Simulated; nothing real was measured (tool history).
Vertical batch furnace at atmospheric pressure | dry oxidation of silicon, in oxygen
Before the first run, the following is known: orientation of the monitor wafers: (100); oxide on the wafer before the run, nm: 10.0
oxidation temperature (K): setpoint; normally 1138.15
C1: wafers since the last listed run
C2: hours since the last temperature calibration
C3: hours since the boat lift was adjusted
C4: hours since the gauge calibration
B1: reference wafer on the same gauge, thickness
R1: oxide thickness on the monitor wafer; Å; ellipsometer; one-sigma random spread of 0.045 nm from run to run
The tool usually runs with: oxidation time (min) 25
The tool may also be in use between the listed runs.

{"run": 1, "hour": 0.0, "oxidation temperature (K)": 1124.15, "oxidation time (min)": 25, "C1": 0, "C2": 2149.6, "C3": 165.4, "C4": 2478.8, "B1": 13.31, "R1": 136.2}
{"run": 2, "hour": 42.1, "oxidation temperature (K)": 1138.15, "oxidation time (min)": 25, "C1": 470, "C2": 2191.7, "C3": 207.5, "C4": 2520.9, "B1": 13.3, "R1": 143.9}
{"run": 3, "hour": 76.1, "oxidation temperature (K)": 1138.15, "oxidation time (min)": 25, "C1": 379, "C2": 2225.7, "C3": 241.5, "C4": 2554.9, "B1": 13.3, "R1": 144.6}
{"run": 4, "hour": 146.1, "oxidation temperature (K)": 1155.15, "oxidation time (min)": 18.5, "C1": 781, "C2": 2295.7, "C3": 311.5, "C4": 2624.9, "B1": 13.31, "R1": 142.9}
{"run": 5, "hour": 189.3, "oxidation temperature (K)": 1133.15, "oxidation time (min)": 25, "C1": 482, "C2": 2338.9, "C3": 354.7, "C4": 2668.1, "B1": 13.3, "R1": 141.4}
{"run": 6, "hour": 245.7, "oxidation temperature (K)": 1138.15, "oxidation time (min)": 25, "C1": 629, "C2": 2395.3, "C3": 411.1, "C4": 2724.5, "B1": 13.3, "R1": 144}
{"run": 7, "hour": 296.1, "oxidation temperature (K)": 1138.15, "oxidation time (min)": 25, "C1": 562, "C2": 2445.7, "C3": 461.5, "C4": 2774.9, "B1": 13.31, "R1": 143.6}
{"run": 8, "hour": 343.4, "oxidation temperature (K)": 1138.15, "oxidation time (min)": 25, "C1": 528, "C2": 2493, "C3": 508.8, "C4": 2822.2, "B1": 13.31, "R1": 143.9}
{"run": 9, "hour": 403.2, "oxidation temperature (K)": 1138.15, "oxidation time (min)": 25, "C1": 667, "C2": 2552.8, "C3": 568.6, "C4": 2882, "B1": 13.3, "R1": 144.9}
{"run": 10, "hour": 441.5, "oxidation temperature (K)": 1121.15, "oxidation time (min)": 17.5, "C1": 427, "C2": 2591.1, "C3": 606.9, "C4": 2920.3, "B1": 13.3, "R1": 125}
{"run": 11, "hour": 501.0, "oxidation temperature (K)": 1121.15, "oxidation time (min)": 17.5, "C1": 664, "C2": 2650.6, "C3": 666.4, "C4": 2979.8, "B1": 13.31, "R1": 126.4}
{"hour": 567.3, "done": "gauge calibrated"}
{"run": 12, "hour": 572.3, "oxidation temperature (K)": 1121.15, "oxidation time (min)": 17.5, "C1": 796, "C2": 2721.9, "C3": 737.7, "C4": 5, "B1": 13.29, "R1": 125}
{"run": 13, "hour": 614.5, "oxidation temperature (K)": 1145.15, "oxidation time (min)": 16, "C1": 471, "C2": 2764.1, "C3": 779.9, "C4": 47.2, "B1": 13.31, "R1": 133.9}
{"run": 14, "hour": 638.6, "oxidation temperature (K)": 1138.15, "oxidation time (min)": 25, "C1": 269, "C2": 2788.2, "C3": 804, "C4": 71.3, "B1": 13.3, "R1": 144.5}
{"hour": 673.2, "done": "thermocouples replaced and temperature profile calibrated"}
{"run": 15, "hour": 694.0, "oxidation temperature (K)": 1138.15, "oxidation time (min)": 25, "C1": 350, "C2": 20.8, "C3": 859.4, "C4": 126.7, "B1": 13.31, "R1": 140.4}
{"run": 16, "hour": 863.2, "oxidation temperature (K)": 1153.15, "oxidation time (min)": 35, "C1": 1889, "C2": 190, "C3": 1028.6, "C4": 295.9, "B1": 13.31, "R1": 166.4}
{"run": 17, "hour": 907.5, "oxidation temperature (K)": 1138.15, "oxidation time (min)": 25, "C1": 494, "C2": 234.3, "C3": 1072.9, "C4": 340.2, "B1": 13.3, "R1": 141.2}
{"run": 18, "hour": 936.6, "oxidation temperature (K)": 1138.15, "oxidation time (min)": 25, "C1": 324, "C2": 263.4, "C3": 1102, "C4": 369.3, "B1": 13.31, "R1": 140.4}
{"run": 19, "hour": 993.8, "oxidation temperature (K)": 1114.15, "oxidation time (min)": 15.5, "C1": 638, "C2": 320.6, "C3": 1159.2, "C4": 426.5, "B1": 13.29, "R1": 119.9}
{"run": 20, "hour": 1061.6, "oxidation temperature (K)": 1129.15, "oxidation time (min)": 32, "C1": 757, "C2": 388.4, "C3": 1227, "C4": 494.3, "B1": 13.3, "R1": 144.5}
{"run": 21, "hour": 1093.6, "oxidation temperature (K)": 1138.15, "oxidation time (min)": 25, "C1": 357, "C2": 420.4, "C3": 1259, "C4": 526.3, "B1": 13.31, "R1": 141.2}
{"run": 22, "hour": 1125.5, "oxidation temperature (K)": 1160.15, "oxidation time (min)": 19, "C1": 356, "C2": 452.3, "C3": 1290.9, "C4": 558.2, "B1": 13.3, "R1": 143.5}
{"run": 23, "hour": 1152.1, "oxidation temperature (K)": 1127.15, "oxidation time (min)": 25, "C1": 297, "C2": 478.9, "C3": 1317.5, "C4": 584.8, "B1": 13.3, "R1": 133.8}
{"run": 24, "hour": 1207.2, "oxidation temperature (K)": 1115.15, "oxidation time (min)": 28.5, "C1": 615, "C2": 534, "C3": 1372.6, "C4": 639.9, "B1": 13.29, "R1": 132.3}
{"run": 25, "hour": 1258.1, "oxidation temperature (K)": 1138.15, "oxidation time (min)": 25, "C1": 568, "C2": 584.9, "C3": 1423.5, "C4": 690.8, "B1": 13.29, "R1": 140.6}
{"run": 26, "hour": 1305.6, "oxidation temperature (K)": 1155.15, "oxidation time (min)": 25, "C1": 530, "C2": 632.4, "C3": 1471, "C4": 738.3, "B1": 13.3, "R1": 151.6}
{"run": 27, "hour": 1371.3, "oxidation temperature (K)": 1138.15, "oxidation time (min)": 25, "C1": 733, "C2": 698.1, "C3": 1536.7, "C4": 804, "B1": 13.3, "R1": 140.5}
{"run": 28, "hour": 1402.7, "oxidation temperature (K)": 1149.15, "oxidation time (min)": 21.5, "C1": 350, "C2": 729.5, "C3": 1568.1, "C4": 835.4, "B1": 13.29, "R1": 141.5}
{"run": 29, "hour": 1450.7, "oxidation temperature (K)": 1157.15, "oxidation time (min)": 25, "C1": 536, "C2": 777.5, "C3": 1616.1, "C4": 883.4, "B1": 13.28, "R1": 153.1}
{"run": 30, "hour": 1511.6, "oxidation temperature (K)": 1146.15, "oxidation time (min)": 29.5, "C1": 680, "C2": 838.4, "C3": 1677, "C4": 944.3, "B1": 13.32, "R1": 153.6}
{"run": 31, "hour": 1567.4, "oxidation temperature (K)": 1149.15, "oxidation time (min)": 16, "C1": 623, "C2": 894.2, "C3": 1732.8, "C4": 1000.1, "B1": 13.3, "R1": 132.3}
{"hour": 1618.0, "done": "boat lift adjusted"}
{"run": 32, "hour": 1623.4, "oxidation temperature (K)": 1114.15, "oxidation time (min)": 15.5, "C1": 357, "C2": 950.2, "C3": 5.4, "C4": 1056.1, "B1": 13.3, "R1": 120.5}
{"run": 33, "hour": 1651.3, "oxidation temperature (K)": 1146.15, "oxidation time (min)": 25, "C1": 311, "C2": 978.1, "C3": 33.3, "C4": 1084, "B1": 13.31, "R1": 147.8}
{"run": 34, "hour": 1713.2, "oxidation temperature (K)": 1124.15, "oxidation time (min)": 25, "C1": 691, "C2": 1040, "C3": 95.2, "C4": 1145.9, "B1": 13.3, "R1": 134.8}
{"run": 35, "hour": 1882.3, "oxidation temperature (K)": 1138.15, "oxidation time (min)": 32.5, "C1": 1888, "C2": 1209.1, "C3": 264.3, "C4": 1315, "B1": 13.29, "R1": 152.5}
{"run": 36, "hour": 1924.2, "oxidation temperature (K)": 1129.15, "oxidation time (min)": 16, "C1": 467, "C2": 1251, "C3": 306.2, "C4": 1356.9, "B1": 13.31, "R1": 125.6}
{"run": 37, "hour": 1977.4, "oxidation temperature (K)": 1121.15, "oxidation time (min)": 25, "C1": 594, "C2": 1304.2, "C3": 359.4, "C4": 1410.1, "B1": 13.31, "R1": 133.1}
{"run": 38, "hour": 2070.0, "oxidation temperature (K)": 1146.15, "oxidation time (min)": 28.5, "C1": 1034, "C2": 1396.8, "C3": 452, "C4": 1502.7, "B1": 13.3, "R1": 153.2}
{"run": 39, "hour": 2126.4, "oxidation temperature (K)": 1138.15, "oxidation time (min)": 29, "C1": 629, "C2": 1453.2, "C3": 508.4, "C4": 1559.1, "B1": 13.31, "R1": 148.1}
{"run": 40, "hour": 2163.2, "oxidation temperature (K)": 1138.15, "oxidation time (min)": 25, "C1": 410, "C2": 1490, "C3": 545.2, "C4": 1595.9, "B1": 13.31, "R1": 142.7}

Some steps in R1 between neighbouring runs. How much of each would the tool show without its hidden state too (settings, what came in, random variation), and how much is left for the hidden state, with any gauge scatter that isn't in both results?
The tool's hidden condition here consists of: true tube temperature minus thermocouple reading, K; monitor wafer colder than the profiled boat position, K; gauge reads high (%).
Run 14 -> 15: thermocouples replaced and temperature profile calibrated. R1 -4.1 Å: hidden state -2.8, all else -1.3.
Run 15 -> 16: oxidation temperature (K) 1138.15 -> 1153.15, oxidation time (min) 25 -> 35. R1 +26 Å: hidden state -1.3, all else +27.3.
Run 31 -> 32: oxidation temperature (K) 1149.15 -> 1114.15, oxidation time (min) 16 -> 15.5, boat lift adjusted. R1 -11.8 Å: hidden state +1.6, all else -13.4.
Run 32 -> 33: oxidation temperature (K) 1114.15 -> 1146.15, oxidation time (min) 15.5 -> 25. R1 +27.3 Å: hidden state +0, all else +27.3.
Run 35 -> 36: oxidation temperature (K) 1138.15 -> 1129.15, oxidation time (min) 32.5 -> 16. R1 -26.9 Å: hidden state +0.4, all else -27.3.
